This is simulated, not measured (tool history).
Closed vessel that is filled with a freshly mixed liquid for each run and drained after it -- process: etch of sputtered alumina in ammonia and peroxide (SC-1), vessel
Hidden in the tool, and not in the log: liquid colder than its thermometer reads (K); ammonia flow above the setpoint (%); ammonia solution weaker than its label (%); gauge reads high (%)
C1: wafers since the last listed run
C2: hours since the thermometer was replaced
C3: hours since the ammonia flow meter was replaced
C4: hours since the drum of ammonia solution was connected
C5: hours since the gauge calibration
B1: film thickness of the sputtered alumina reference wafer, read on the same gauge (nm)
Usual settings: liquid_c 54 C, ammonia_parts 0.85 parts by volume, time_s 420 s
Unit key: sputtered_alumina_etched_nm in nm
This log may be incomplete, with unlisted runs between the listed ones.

Run 1, day 0: usual settings but ammonia_parts 1 parts by volume; C1 0; C2 466.2; C3 977.7; C4 663.8; C5 2.2; B1 109.98. Result: sputtered_alumina_etched_nm 28.02 nm.
Run 2, day 1.596: usual settings but ammonia_parts 0.75 parts by volume; C1 4230; C2 504.5; C3 1016; C4 702.1; C5 40.5; B1 110.03. Result: sputtered_alumina_etched_nm 27.05 nm.
Run 3, day 1.888: usual settings; C1 773; C2 511.5; C3 1023; C4 709.1; C5 47.5; B1 109.98. Result: sputtered_alumina_etched_nm 27.5 nm.
Run 4, day 2.512: usual settings; C1 1657; C2 526.5; C3 1038; C4 724.1; C5 62.5; B1 110. Result: sputtered_alumina_etched_nm 27.14 nm.
Run 5, day 2.838: usual settings but time_s 315 s; C1 861; C2 534.3; C3 1045.8; C4 731.9; C5 70.3; B1 110.01. Result: sputtered_alumina_etched_nm 20.51 nm.
Run 6, day 3.271: usual settings but time_s 315 s; C1 1148; C2 544.7; C3 1056.2; C4 742.3; C5 80.7; B1 110. Result: sputtered_alumina_etched_nm 20.31 nm.
Run 7, day 3.529: usual settings but time_s 315 s; C1 684; C2 550.9; C3 1062.4; C4 748.5; C5 86.9; B1 110.02. Result: sputtered_alumina_etched_nm 20.26 nm.
Run 8, day 4.542: usual settings but liquid_c 47 C, time_s 565 s; C1 2684; C2 575.2; C3 1086.7; C4 772.8; C5 111.2; B1 110.04. Result: sputtered_alumina_etched_nm 24.67 nm.
Run 9, day 4.979: usual settings; C1 1159; C2 585.7; C3 1097.2; C4 783.3; C5 121.7; B1 110. Result: sputtered_alumina_etched_nm 26.81 nm.
Run 10, day 5.454: usual settings; C1 1259; C2 597.1; C3 1108.6; C4 794.7; C5 133.1; B1 109.97. Result: sputtered_alumina_etched_nm 26.73 nm.
Run 11, day 5.721: usual settings; C1 707; C2 603.5; C3 1115; C4 801.1; C5 139.5; B1 110.01. Result: sputtered_alumina_etched_nm 27.16 nm.
Run 12, day 6.029: usual settings; C1 817; C2 610.9; C3 1122.4; C4 808.5; C5 146.9; B1 109.99. Result: sputtered_alumina_etched_nm 26.75 nm.
Run 13, day 6.383: usual settings but liquid_c 57 C, ammonia_parts 1.15 parts by volume; C1 938; C2 619.4; C3 1130.9; C4 817; C5 155.4; B1 110.02. Result: sputtered_alumina_etched_nm 32.55 nm.
At day 6.771: thermometer replaced.
Run 14, day 6.792: usual settings; C1 972; C2 0.5; C3 1140.7; C4 826.8; C5 165.2; B1 110.01. Result: sputtered_alumina_etched_nm 29.06 nm.
Run 15, day 7.25: usual settings but liquid_c 58 C, ammonia_parts 0.6 parts by volume; C1 1215; C2 11.5; C3 1151.7; C4 837.8; C5 176.2; B1 110.01. Result: sputtered_alumina_etched_nm 34.42 nm.
At day 7.346: gauge calibrated.
At day 7.375: new drum of ammonia solution connected.
Run 16, day 7.771: usual settings but liquid_c 49 C, ammonia_parts 1.15 parts by volume; C1 1270; C2 24; C3 1164.2; C4 9.5; C5 10.2; B1 110.03. Result: sputtered_alumina_etched_nm 22.73 nm.
At day 8.046: ammonia flow meter replaced.
Run 17, day 8.346: usual settings but liquid_c 59.5 C; C1 1414; C2 37.8; C3 7.2; C4 23.3; C5 24; B1 110.01. Result: sputtered_alumina_etched_nm 38.27 nm.
Run 18, day 8.604: usual settings but time_s 530 s; C1 684; C2 44; C3 13.4; C4 29.5; C5 30.2; B1 109.98. Result: sputtered_alumina_etched_nm 36.7 nm.
Run 19, day 9.212: usual settings but liquid_c 58 C, ammonia_parts 0.5 parts by volume, time_s 665 s; C1 1612; C2 58.6; C3 28; C4 44.1; C5 44.8; B1 109.97. Result: sputtered_alumina_etched_nm 53.62 nm.
Run 20, day 9.762: usual settings but liquid_c 47.5 C, time_s 515 s; C1 1458; C2 71.8; C3 41.2; C4 57.3; C5 58; B1 109.97. Result: sputtered_alumina_etched_nm 24.5 nm.
Run 21, day 10.075: usual settings; C1 828; C2 79.3; C3 48.7; C4 64.8; C5 65.5; B1 109.98. Result: sputtered_alumina_etched_nm 28.99 nm.
Run 22, day 10.408: usual settings but ammonia_parts 0.7 parts by volume, time_s 485 s; C1 883; C2 87.3; C3 56.7; C4 72.8; C5 73.5; B1 109.99. Result: sputtered_alumina_etched_nm 32.52 nm.
Run 23, day 10.929: usual settings but time_s 545 s; C1 1380; C2 99.8; C3 69.2; C4 85.3; C5 86; B1 110. Result: sputtered_alumina_etched_nm 37.26 nm.
Run 24, day 11.283: usual settings but liquid_c 62.5 C, ammonia_parts 0.75 parts by volume, time_s 555 s; C1 938; C2 108.3; C3 77.7; C4 93.8; C5 94.5; B1 110.02. Result: sputtered_alumina_etched_nm 57.92 nm.
Run 25, day 11.65: usual settings but liquid_c 47.5 C, ammonia_parts 0.6 parts by volume, time_s 310 s; C1 972; C2 117.1; C3 86.5; C4 102.6; C5 103.3; B1 109.99. Result: sputtered_alumina_etched_nm 14.24 nm.
Run 26, day 11.942: usual settings but liquid_c 59 C, time_s 250 s; C1 773; C2 124.1; C3 93.5; C4 109.6; C5 110.3; B1 110.05. Result: sputtered_alumina_etched_nm 22.33 nm.
Run 27, day 12.475: usual settings but liquid_c 59 C, ammonia_parts 0.6 parts by volume, time_s 635 s; C1 1414; C2 136.9; C3 106.3; C4 122.4; C5 123.1; B1 110.03. Result: sputtered_alumina_etched_nm 54.62 nm.
Run 28, day 13.171: usual settings but liquid_c 62.5 C, ammonia_parts 0.75 parts by volume, time_s 555 s; C1 1844; C2 153.6; C3 123; C4 139.1; C5 139.8; B1 110.02. Result: sputtered_alumina_etched_nm 57.75 nm.

What if the next run were any one of these 4? Each begins from the tool's condition after run 28:
Run A, day 13.204: usual settings; C1 88; C2 154.4; C3 123.8; C4 139.9; C5 140.6; B1 ?. Result: sputtered_alumina_etched_nm ?.
Run B, day 13.204: usual settings but liquid_c 49 C, ammonia_parts 1.1 parts by volume, time_s 310 s; C1 88; C2 154.4; C3 123.8; C4 139.9; C5 140.6; B1 ?. Result: sputtered_alumina_etched_nm ?.
Run C, day 13.204: usual settings but liquid_c 57.5 C, ammonia_parts 1.15 parts by volume; C1 88; C2 154.4; C3 123.8; C4 139.9; C5 140.6; B1 ?. Result: sputtered_alumina_etched_nm ?.
Run D, day 13.204: usual settings but liquid_c 48 C, ammonia_parts 0.5 parts by volume, time_s 540 s; C1 88; C2 154.4; C3 123.8; C4 139.9; C5 140.6; B1 ?. Result: sputtered_alumina_etched_nm ?.

run      B1  sputtered_alumina_etched_nm
  A  109.97                        28.28
  B  109.97                        16.28
  C  109.97                        35.04
  D  109.97                        24.88
Without the tool's hidden state the same runs would have given:
run  sputtered_alumina_etched_nm
  A                        29.07
  B                        16.75
  C                        35.99
  D                         25.6

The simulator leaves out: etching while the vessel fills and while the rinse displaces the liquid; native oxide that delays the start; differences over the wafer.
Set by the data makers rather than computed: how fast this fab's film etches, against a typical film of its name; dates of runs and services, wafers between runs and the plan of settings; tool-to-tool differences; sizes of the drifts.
